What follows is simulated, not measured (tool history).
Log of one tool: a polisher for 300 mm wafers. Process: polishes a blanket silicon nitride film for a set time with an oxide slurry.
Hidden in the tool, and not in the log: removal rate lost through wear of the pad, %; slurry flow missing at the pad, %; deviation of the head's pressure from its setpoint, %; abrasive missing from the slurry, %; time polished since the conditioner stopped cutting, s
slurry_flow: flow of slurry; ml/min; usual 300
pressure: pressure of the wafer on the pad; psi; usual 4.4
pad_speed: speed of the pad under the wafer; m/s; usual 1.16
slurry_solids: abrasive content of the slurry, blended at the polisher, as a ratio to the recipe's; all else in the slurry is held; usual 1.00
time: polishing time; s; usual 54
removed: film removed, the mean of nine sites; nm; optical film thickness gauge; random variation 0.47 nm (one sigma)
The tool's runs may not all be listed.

| run | day | slurry_flow | pressure | pad_speed | slurry_solids | time | wafers since the last listed run | wafers polished on this pad | hours since the slurry nozzle was cleaned | hours since the head pressure was calibrated | hours since the slurry blender was calibrated | hours since the conditioning disc was replaced | incoming thickness of the incoming film, nm | removed |
|---|---|---|---|---|---|---|---|---|---|---|---|---|---|---|
| 1 | 0.000 | 300 | 4.4 | 0.84 | 1.00 | 54 | 0 | 692 | 210.6 | 512.6 | 183.9 | 168.9 | 353.7 | 33.7 |
| 2 | 1.479 | 300 | 4.4 | 0.84 | 1.00 | 54 | 261 | 954 | 246.1 | 548.1 | 219.4 | 204.4 | 356.3 | 34.0 |
|  | 2.129 | conditioning disc replaced and pad reconditioned |
|  | 2.146 | worn pad replaced by a new one |
| 3 | 3.108 | 300 | 4.4 | 1.16 | 1.00 | 54 | 270 | 170 | 285.2 | 587.2 | 258.5 | 23.5 | 359.3 | 43.6 |
| 4 | 3.662 | 300 | 4.4 | 1.16 | 1.00 | 54 | 98 | 268 | 298.5 | 600.5 | 271.8 | 36.8 | 364.1 | 43.9 |
| 5 | 4.979 | 300 | 4.4 | 1.16 | 1.00 | 54 | 233 | 501 | 330.1 | 632.1 | 303.4 | 68.4 | 362.9 | 43.7 |
| 6 | 6.458 | 300 | 4.4 | 1.16 | 1.00 | 54 | 261 | 763 | 365.6 | 667.6 | 338.9 | 103.9 | 356.3 | 44.0 |
| 7 | 7.096 | 300 | 4.4 | 1.16 | 1.00 | 54 | 112 | 876 | 380.9 | 682.9 | 354.2 | 119.2 | 364.0 | 43.7 |
|  | 8.262 | worn pad replaced by a new one |
| 8 | 8.283 | 300 | 4.4 | 1.28 | 1.00 | 54 | 180 | 4 | 409.4 | 711.4 | 382.7 | 147.7 | 361.0 | 46.2 |
|  | 8.646 | head pressure recalibrated |
|  | 10.442 | slurry blender recalibrated |
| 9 | 12.246 | 300 | 4.4 | 1.28 | 1.00 | 54 | 672 | 676 | 504.5 | 86.4 | 43.3 | 242.8 | 361.2 | 46.9 |
| 10 | 12.858 | 300 | 4.4 | 1.16 | 1.00 | 54 | 108 | 784 | 519.2 | 101.1 | 58.0 | 257.5 | 353.3 | 43.4 |
|  | 12.954 | conditioning disc replaced and pad reconditioned |
| 11 | 13.712 | 300 | 4.4 | 1.16 | 1.00 | 54 | 136 | 921 | 539.7 | 121.6 | 78.5 | 18.2 | 355.9 | 43.2 |
|  | 14.621 | worn pad replaced by a new one |
| 12 | 14.633 | 300 | 4.4 | 1.16 | 1.00 | 54 | 133 | 2 | 561.8 | 143.7 | 100.6 | 40.3 | 357.1 | 42.7 |
| 13 | 15.700 | 300 | 3.8 | 0.80 | 1.00 | 54 | 188 | 190 | 587.4 | 169.3 | 126.2 | 65.9 | 358.3 | 28.6 |
| 14 | 16.375 | 300 | 4.4 | 1.16 | 0.75 | 54 | 119 | 310 | 603.6 | 185.5 | 142.4 | 82.1 | 360.6 | 36.5 |
| 15 | 16.992 | 300 | 4.4 | 1.16 | 1.00 | 43 | 109 | 419 | 618.4 | 200.3 | 157.2 | 96.9 | 361.7 | 34.1 |
| 16 | 17.646 | 380 | 3.7 | 1.16 | 1.20 | 70 | 115 | 535 | 634.1 | 216.0 | 172.9 | 112.6 | 367.7 | 52.7 |
| 17 | 18.412 | 300 | 4.4 | 1.16 | 0.85 | 54 | 135 | 671 | 652.5 | 234.4 | 191.3 | 131.0 | 360.5 | 39.4 |
|  | 19.167 | slurry nozzle cleaned |
| 18 | 19.908 | 300 | 4.4 | 0.86 | 1.00 | 54 | 257 | 928 | 17.8 | 270.3 | 227.2 | 166.9 | 358.6 | 34.5 |
| 19 | 20.704 | 300 | 4.4 | 1.16 | 1.00 | 54 | 140 | 1069 | 36.9 | 289.4 | 246.3 | 186.0 | 359.6 | 43.7 |
|  | 20.992 | worn pad replaced by a new one |
| 20 | 21.696 | 300 | 4.4 | 1.16 | 1.00 | 54 | 146 | 124 | 60.7 | 313.2 | 270.1 | 209.8 | 359.6 | 42.8 |
| 21 | 22.892 | 300 | 4.4 | 1.16 | 1.00 | 71 | 211 | 336 | 89.4 | 341.9 | 298.8 | 238.5 | 356.0 | 58.2 |
| 22 | 23.396 | 370 | 4.4 | 1.16 | 0.85 | 35 | 89 | 425 | 101.5 | 354.0 | 310.9 | 250.6 | 358.9 | 25.3 |
|  | 24.688 | conditioning disc replaced and pad reconditioned |
| 23 | 24.708 | 300 | 4.4 | 1.16 | 1.00 | 54 | 217 | 643 | 133.0 | 385.5 | 342.4 | 0.5 | 362.6 | 42.9 |

The tool's hidden state at each run:
removal rate lost through wear of the pad, %: 0 in every run
slurry flow missing at the pad, %: 0 in every run
deviation of the head's pressure from its setpoint, %: 0 in every run
abrasive missing from the slurry, %: 0 in every run
time polished since the conditioner stopped cutting, s: 0 in every run
